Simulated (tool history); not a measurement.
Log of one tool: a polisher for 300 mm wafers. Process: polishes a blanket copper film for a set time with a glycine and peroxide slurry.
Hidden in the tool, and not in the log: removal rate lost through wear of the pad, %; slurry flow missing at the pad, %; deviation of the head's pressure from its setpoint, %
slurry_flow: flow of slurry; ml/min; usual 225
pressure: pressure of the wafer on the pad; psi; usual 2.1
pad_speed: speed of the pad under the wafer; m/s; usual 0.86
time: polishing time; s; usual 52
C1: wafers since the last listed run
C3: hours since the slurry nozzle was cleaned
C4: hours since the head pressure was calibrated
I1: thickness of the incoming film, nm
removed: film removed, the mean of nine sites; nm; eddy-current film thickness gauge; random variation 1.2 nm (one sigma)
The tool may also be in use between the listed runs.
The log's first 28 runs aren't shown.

Run 29, hour 2320.9: usual settings but slurry_flow 165 ml/min, pad_speed 1.06 m/s, time 60 s; C1 1341; wafers polished on this pad 7589; C3 150; C4 235.4; I1 1850.3. Result: removed 208.7 nm.
Run 30, hour 2379.9: usual settings but pressure 2.8 psi; C1 852; wafers polished on this pad 8441; C3 209; C4 294.4; I1 1859.1. Result: removed 192.2 nm.
Run 31, hour 2428.2: usual settings but pressure 1.4 psi; C1 697; wafers polished on this pad 9139; C3 257.3; C4 342.7; I1 1847.6. Result: removed 121.4 nm.
Run 32, hour 2497.8: usual settings but pressure 1.8 psi, pad_speed 0.74 m/s; C1 1005; wafers polished on this pad 10144; C3 326.9; C4 412.3; I1 1826.5. Result: removed 124.5 nm.
At hour 2504.7: worn pad replaced by a new one.
Run 33, hour 2657.4: usual settings; C1 2247; wafers polished on this pad 2204; C3 486.5; C4 571.9; I1 1852. Result: removed 160.4 nm.
At hour 2688.4: head pressure recalibrated.
Run 34, hour 2712.1: usual settings; C1 761; wafers polished on this pad 2965; C3 541.2; C4 23.7; I1 1860.6. Result: removed 160.2 nm.
Run 35, hour 2794.9: usual settings; C1 1195; wafers polished on this pad 4161; C3 624; C4 106.5; I1 1862. Result: removed 160.7 nm.
At hour 2811.2: slurry nozzle cleaned.
Run 36, hour 2900.8: usual settings but pressure 1.7 psi; C1 1514; wafers polished on this pad 5676; C3 89.6; C4 212.4; I1 1860.7. Result: removed 146 nm.
Run 37, hour 3000.8: usual settings but slurry_flow 255 ml/min; C1 1444; wafers polished on this pad 7120; C3 189.6; C4 312.4; I1 1873.3. Result: removed 163.7 nm.

3 ways to go on from here, each from the tool as it stands after run 37. What would each give?
Run A, hour 3001.2: usual settings; C1 5; wafers polished on this pad 7126; C3 190; C4 312.8; I1 1841.1. Result: removed ?.
Run B, hour 3001.2: usual settings but pressure 2.5 psi; C1 5; wafers polished on this pad 7126; C3 190; C4 312.8; I1 1841.1. Result: removed ?.
Run C, hour 3001.2: usual settings but slurry_flow 260 ml/min, pressure 2.5 psi, time 39 s; C1 5; wafers polished on this pad 7126; C3 190; C4 312.8; I1 1841.1. Result: removed ?.

run  removed
  A    161.6
  B    182.2
  C    139.2
Without the tool's hidden state the same runs would have given:
run  removed
  A    174.5
  B    196.8
  C    149.7

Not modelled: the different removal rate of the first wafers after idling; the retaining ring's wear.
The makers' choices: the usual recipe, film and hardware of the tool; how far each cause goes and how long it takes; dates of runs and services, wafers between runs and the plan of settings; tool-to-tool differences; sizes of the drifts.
